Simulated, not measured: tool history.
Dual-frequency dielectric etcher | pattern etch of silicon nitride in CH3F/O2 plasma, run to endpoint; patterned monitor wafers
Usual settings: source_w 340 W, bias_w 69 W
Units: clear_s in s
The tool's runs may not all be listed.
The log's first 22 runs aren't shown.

run,hour,source_w,bias_w,"incoming incoming film thickness, nm",clear_s
# hour 747.0: wet clean of the chamber
23,747.5,310,74,91.7,108.4
24,747.9,420,69,91.3,105.9
25,800.3,420,59,91.9,119.3
26,831.1,340,53,91.7,139.0
27,843.6,380,69,91.7,106.7
28,856.7,340,69,92.4,112.1
29,888.3,310,61,92.4,126.1
30,909.4,340,69,91.6,109.4
31,935.3,360,69,91.0,106.4
32,970.0,390,79,91.8,95.4
33,991.4,340,69,91.7,109.2
34,1014.3,400,61,91.5,115.0

Forecast each of these 5 alternatives for the next run:
A,1014.8,340,74,91.0,?
B,1014.8,370,77,91.0,?
C,1014.8,320,54,91.0,?
D,1014.8,300,80,91.0,?
E,1014.8,380,57,91.0,?

run,clear_s
A,103.2
B,98.2
C,135.6
D,100.7
E,123.3
Without the tool's hidden state the same runs would have given:
run,clear_s
A,105.5
B,100.3
C,138.5
D,102.9
E,125.9
